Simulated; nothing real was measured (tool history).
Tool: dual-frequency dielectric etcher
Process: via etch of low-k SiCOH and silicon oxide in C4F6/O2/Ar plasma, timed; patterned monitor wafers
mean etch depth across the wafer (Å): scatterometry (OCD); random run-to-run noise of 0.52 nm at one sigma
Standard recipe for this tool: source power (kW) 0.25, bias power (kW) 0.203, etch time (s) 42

run	day	source power (kW)	bias power (kW)	etch time (s)	wafers since the last listed run	hours since the last wet clean	hours since the last source power generator calibration	hours since the last bias power generator calibration	hours since the last upper electrode change	hours since the gauge calibration	read-back reference wafer on the same gauge, depth_nm	mean etch depth across the wafer (Å)
1	0	0.25	0.203	42	0	82.1	2351.4	4017.2	4942.1	251.6	93.8	801
2	1.383	0.25	0.233	42	380	115.3	2384.6	4050.4	4975.3	284.8	93.8	847
3	2.546	0.25	0.233	42	320	143.2	2412.5	4078.3	5003.2	312.7	93.7	853
4	3.429	0.25	0.225	42	243	164.4	2433.7	4099.5	5024.4	333.9	93.9	845
5	4.754	0.25	0.225	42	364	196.2	2465.5	4131.3	5056.2	365.7	93.8	860
6	6.125	0.23	0.203	42	377	229.1	2498.4	4164.2	5089.1	398.6	93.7	800
7	8.429	0.23	0.203	42	634	284.4	2553.7	4219.5	5144.4	453.9	93.9	808
# day 9.362: bias power generator calibrated
8	9.383	0.23	0.203	42	216	307.3	2576.6	0.5	5167.3	476.8	93.9	812
# day 10.488: wet clean of the chamber
9	10.508	0.25	0.203	42	34	0.5	2603.6	27.5	5194.3	503.8	93.8	819
# day 11.062: source power generator calibrated
# day 13.058: upper electrode replaced
10	13.983	0.25	0.203	42	635	83.9	70.1	110.9	22.2	587.2	93.8	826
11	15.179	0.25	0.224	51.5	329	112.6	98.8	139.6	50.9	615.9	93.9	1052
12	15.842	0.29	0.172	49	182	128.5	114.7	155.5	66.8	631.8	93.7	939
13	16.921	0.25	0.203	42	297	154.4	140.6	181.4	92.7	657.7	93.8	830
# day 17.088: gauge calibrated
14	17.562	0.23	0.174	50	176	169.8	156	196.8	108.1	11.4	93.8	893
15	20.962	0.25	0.172	42	936	251.4	237.6	278.4	189.7	93	93.8	787
16	22.117	0.31	0.237	33	317	279.1	265.3	306.1	217.4	120.7	93.9	760
17	23.208	0.25	0.227	42	300	305.3	291.5	332.3	243.6	146.9	93.7	890
18	24.646	0.25	0.233	42	395	339.8	326	366.8	278.1	181.4	93.8	910
# day 25.929: wet clean of the chamber
19	25.95	0.25	0.169	42	83	0.5	357.3	398.1	309.4	212.7	93.8	747
20	26.196	0.2	0.203	51.5	67	6.4	363.2	404	315.3	218.6	93.7	914
21	27.304	0.25	0.22	36	305	33	389.8	430.6	341.9	245.2	93.8	711

Below are 4 alternative next runs, each starting from the tool's condition after run 21. Predict each:
A	27.321	0.25	0.24	42	4	33.4	390.2	431	342.3	245.6	?	?
B	27.321	0.3	0.203	42	4	33.4	390.2	431	342.3	245.6	?	?
C	27.321	0.27	0.227	36	4	33.4	390.2	431	342.3	245.6	?	?
D	27.321	0.25	0.203	52.5	4	33.4	390.2	431	342.3	245.6	?	?

run	read-back reference wafer on the same gauge, depth_nm	mean etch depth across the wafer (Å)
A	93.9	855
B	93.9	847
C	93.9	734
D	93.9	998
Without the tool's hidden state the same runs would have given:
run	mean etch depth across the wafer (Å)
A	853
B	845
C	733
D	996
